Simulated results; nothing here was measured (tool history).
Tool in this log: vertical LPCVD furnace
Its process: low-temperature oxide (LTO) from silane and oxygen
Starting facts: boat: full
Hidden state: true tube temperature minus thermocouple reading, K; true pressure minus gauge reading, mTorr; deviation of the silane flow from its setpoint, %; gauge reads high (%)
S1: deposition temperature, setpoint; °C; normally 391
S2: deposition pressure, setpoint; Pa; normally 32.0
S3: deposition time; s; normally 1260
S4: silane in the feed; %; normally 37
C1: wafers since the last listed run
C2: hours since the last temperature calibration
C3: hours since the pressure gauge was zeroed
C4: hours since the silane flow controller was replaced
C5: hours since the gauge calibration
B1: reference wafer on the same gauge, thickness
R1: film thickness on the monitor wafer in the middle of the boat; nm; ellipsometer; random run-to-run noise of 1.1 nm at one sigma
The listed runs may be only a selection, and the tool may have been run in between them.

{"run": 1, "hour": 0.0, "S1": 391, "S2": 32.0, "S3": 1260, "S4": 37, "C1": 0, "C2": 1098.7, "C3": 3714.1, "C4": 4347.8, "C5": 527.8, "B1": 199.06, "R1": 178.61}
{"run": 2, "hour": 63.0, "S1": 391, "S2": 32.0, "S3": 1260, "S4": 37, "C1": 741, "C2": 1161.7, "C3": 3777.1, "C4": 4410.8, "C5": 590.8, "B1": 198.08, "R1": 177.77}
{"run": 3, "hour": 114.8, "S1": 391, "S2": 32.0, "S3": 1260, "S4": 37, "C1": 609, "C2": 1213.5, "C3": 3828.9, "C4": 4462.6, "C5": 642.6, "B1": 197.88, "R1": 177.59}
{"run": 4, "hour": 201.0, "S1": 391, "S2": 32.0, "S3": 1260, "S4": 37, "C1": 1014, "C2": 1299.7, "C3": 3915.1, "C4": 4548.8, "C5": 728.8, "B1": 196.71, "R1": 177.15}
{"run": 5, "hour": 289.0, "S1": 391, "S2": 32.0, "S3": 1260, "S4": 37, "C1": 1035, "C2": 1387.7, "C3": 4003.1, "C4": 4636.8, "C5": 816.8, "B1": 195.56, "R1": 176.12}
{"run": 6, "hour": 326.8, "S1": 391, "S2": 32.0, "S3": 1260, "S4": 37, "C1": 444, "C2": 1425.5, "C3": 4040.9, "C4": 4674.6, "C5": 854.6, "B1": 195.08, "R1": 175.38}
{"hour": 405.0, "done": "gauge calibrated"}
{"run": 7, "hour": 431.0, "S1": 391, "S2": 32.0, "S3": 1260, "S4": 37, "C1": 1226, "C2": 1529.7, "C3": 4145.1, "C4": 4778.8, "C5": 26.0, "B1": 201.31, "R1": 181.04}
{"run": 8, "hour": 502.2, "S1": 391, "S2": 32.0, "S3": 1260, "S4": 37, "C1": 838, "C2": 1600.9, "C3": 4216.3, "C4": 4850.0, "C5": 97.2, "B1": 201.16, "R1": 181.18}
{"hour": 593.6, "done": "silane flow controller replaced"}
{"run": 9, "hour": 594.1, "S1": 382, "S2": 32.0, "S3": 1410, "S4": 40, "C1": 799, "C2": 1692.8, "C3": 4308.2, "C4": 0.5, "C5": 189.1, "B1": 200.99, "R1": 199.32}
{"run": 10, "hour": 639.2, "S1": 391, "S2": 32.0, "S3": 1260, "S4": 34, "C1": 530, "C2": 1737.9, "C3": 4353.3, "C4": 45.6, "C5": 234.2, "B1": 201.04, "R1": 161.67}
{"hour": 673.0, "done": "pressure gauge zeroed"}
{"run": 11, "hour": 690.6, "S1": 380, "S2": 36.7, "S3": 960, "S4": 31, "C1": 322, "C2": 1789.3, "C3": 17.6, "C4": 97.0, "C5": 285.6, "B1": 200.76, "R1": 106.61}
{"hour": 757.6, "done": "thermocouples replaced and temperature profile calibrated"}
{"run": 12, "hour": 758.1, "S1": 396, "S2": 30.0, "S3": 1470, "S4": 32, "C1": 512, "C2": 0.5, "C3": 85.1, "C4": 164.5, "C5": 353.1, "B1": 200.53, "R1": 171.85}
{"run": 13, "hour": 799.0, "S1": 391, "S2": 32.0, "S3": 1260, "S4": 43, "C1": 481, "C2": 41.4, "C3": 126.0, "C4": 205.4, "C5": 394.0, "B1": 200.14, "R1": 216.65}
{"run": 14, "hour": 874.7, "S1": 391, "S2": 32.0, "S3": 1260, "S4": 37, "C1": 891, "C2": 117.1, "C3": 201.7, "C4": 281.1, "C5": 469.7, "B1": 199.67, "R1": 179.42}
{"run": 15, "hour": 918.7, "S1": 391, "S2": 30.0, "S3": 1260, "S4": 37, "C1": 517, "C2": 161.1, "C3": 245.7, "C4": 325.1, "C5": 513.7, "B1": 199.23, "R1": 168.75}
{"run": 16, "hour": 980.2, "S1": 391, "S2": 36.0, "S3": 1260, "S4": 33, "C1": 723, "C2": 222.6, "C3": 307.2, "C4": 386.6, "C5": 575.2, "B1": 198.54, "R1": 171.61}
{"run": 17, "hour": 1028.9, "S1": 391, "S2": 32.0, "S3": 1260, "S4": 37, "C1": 573, "C2": 271.3, "C3": 355.9, "C4": 435.3, "C5": 623.9, "B1": 198.16, "R1": 178.53}

5 options for the next run, each taken on its own from the tool as it stands now. Forecast them:
{"run": "A", "hour": 1033.7, "S1": 391, "S2": 32.0, "S3": 1260, "S4": 37, "C1": 56, "C2": 276.1, "C3": 360.7, "C4": 440.1, "C5": 628.7, "B1": "?", "R1": "?"}
{"run": "B", "hour": 1033.7, "S1": 391, "S2": 32.0, "S3": 960, "S4": 31, "C1": 56, "C2": 276.1, "C3": 360.7, "C4": 440.1, "C5": 628.7, "B1": "?", "R1": "?"}
{"run": "C", "hour": 1033.7, "S1": 391, "S2": 34.7, "S3": 1680, "S4": 37, "C1": 56, "C2": 276.1, "C3": 360.7, "C4": 440.1, "C5": 628.7, "B1": "?", "R1": "?"}
{"run": "D", "hour": 1033.7, "S1": 384, "S2": 34.7, "S3": 1680, "S4": 34, "C1": 56, "C2": 276.1, "C3": 360.7, "C4": 440.1, "C5": 628.7, "B1": "?", "R1": "?"}
{"run": "E", "hour": 1033.7, "S1": 396, "S2": 24.7, "S3": 1620, "S4": 33, "C1": 56, "C2": 276.1, "C3": 360.7, "C4": 440.1, "C5": 628.7, "B1": "?", "R1": "?"}

run=A B1=197.94 R1=177.18
run=B B1=197.94 R1=105.55
run=C B1=197.94 R1=255.92
run=D B1=197.94 R1=209.73
run=E B1=197.94 R1=159.46
Stripped of hidden state, with their random variation kept, the same runs would have yielded:
run=A R1=179.74
run=B R1=107.08
run=C R1=259.63
run=D R1=212.77
run=E R1=161.77
